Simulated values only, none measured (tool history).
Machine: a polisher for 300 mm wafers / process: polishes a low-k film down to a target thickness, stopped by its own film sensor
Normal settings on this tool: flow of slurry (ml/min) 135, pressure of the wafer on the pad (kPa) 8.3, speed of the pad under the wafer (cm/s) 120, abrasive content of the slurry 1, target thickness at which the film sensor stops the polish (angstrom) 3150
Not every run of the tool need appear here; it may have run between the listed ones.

run,day,flow of slurry (ml/min),pressure of the wafer on the pad (kPa),speed of the pad under the wafer (cm/s),abrasive content of the slurry,target thickness at which the film sensor stops the polish (angstrom),wafers since the last listed run,wafers polished on this pad,hours since the slurry nozzle was cleaned,hours since the head pressure was calibrated,hours since the slurry blender was calibrated,hours since the conditioning disc was replaced,"incoming thickness of the incoming film, nm",time until the film sensor stopped the polish (s)
1,0,135,8.3,120,1,3150,0,639,68.5,1007.2,85.2,27.3,350.3,125.6
2,0.412,135,8.3,120,1,3150,83,722,78.4,1017.1,95.1,37.2,353.1,135
3,0.812,135,8.3,120,1,3150,81,803,88,1026.7,104.7,46.8,344.1,102.8
4,1.367,115,8.3,120,1,3150,112,915,101.3,1040,118,60.1,345.7,114
5,1.971,170,8.3,120,1,3150,122,1038,115.8,1054.5,132.5,74.6,351.2,125.1
6,2.454,170,8.3,120,1,3150,97,1136,127.4,1066.1,144.1,86.2,350.4,121.4
7,2.888,135,8.3,120,1,3150,87,1223,137.8,1076.5,154.5,96.6,351.6,130.3
8,3.379,135,8.3,120,1,3150,99,1323,149.6,1088.3,166.3,108.4,344.4,104.8
9,3.754,135,8.3,120,1,3150,75,1399,158.6,1097.3,175.3,117.4,351,130.6
# day 3.967: worn pad replaced by a new one
# day 4.021: head pressure recalibrated
10,4.262,135,8.3,120,0.85,3150,58,49,170.8,5.8,187.5,129.6,349.3,137.2
# day 4.729: conditioning disc replaced and pad reconditioned
11,4.971,135,8.3,120,1,3150,126,175,187.8,22.8,204.5,5.8,347.1,117.8
12,5.571,135,8.3,120,1,3150,121,297,202.2,37.2,218.9,20.2,344.7,109
13,6.25,175,10.3,120,1.2,3060,137,434,218.5,53.5,235.2,36.5,345,99.3
14,6.546,95,6.9,150,1,3150,59,494,225.6,60.6,242.3,43.6,346.8,131.2
15,6.812,135,8.3,120,1,3150,54,548,232,67,248.7,50,343.9,106.5
# day 7.383: slurry nozzle cleaned
16,7.5,135,7.6,120,1,3150,130,679,2.8,83.5,265.2,66.5,352.4,148.7
17,7.779,135,8.3,120,1,3150,56,735,9.5,90.2,271.9,73.2,351.5,133.4
18,8.5,110,9.7,120,0.8,3150,145,881,26.8,107.5,289.2,90.5,343.9,107.9
19,9.225,135,8.3,120,1,3150,146,1028,44.2,124.9,306.6,107.9,347.1,117.7
# day 9.654: slurry blender recalibrated
20,9.879,135,8.3,90,1,3150,115,1144,59.9,140.6,5.4,123.6,349.2,144.5
21,10.492,100,8.3,120,1.15,3070,124,1268,74.6,155.3,20.1,138.3,347.8,143.6
22,11.171,135,10.3,120,1,3150,137,1405,90.9,171.6,36.4,154.6,342.7,77.5
# day 11.633: conditioning disc replaced and pad reconditioned
23,11.792,135,8.3,120,1,3150,108,1514,105.8,186.5,51.3,3.8,348,113.2
# day 12.046: worn pad replaced by a new one
24,12.104,135,10.3,148,1,3150,29,11,113.3,194,58.8,11.3,351.4,85.4
25,12.554,95,6.9,150,1,3150,91,102,124.1,204.8,69.6,22.1,346.3,119.3

Predict each of these 4 candidate next runs independently; none follows another, all start after run 25:
A,12.575,135,8.3,120,1,3120,4,106,124.6,205.3,70.1,22.6,351.3,?
B,12.575,135,8.3,84,1,3150,4,106,124.6,205.3,70.1,22.6,351.3,?
C,12.575,95,8.3,120,0.85,3150,4,106,124.6,205.3,70.1,22.6,351.3,?
D,12.575,120,8.3,142,1,3210,4,106,124.6,205.3,70.1,22.6,351.3,?

run,time until the film sensor stopped the polish (s)
A,136.4
B,166.2
C,150.4
D,94.7
Without the tool's unlogged condition, the same runs would have read:
run,time until the film sensor stopped the polish (s)
A,133.7
B,162.9
C,147.2
D,92.8
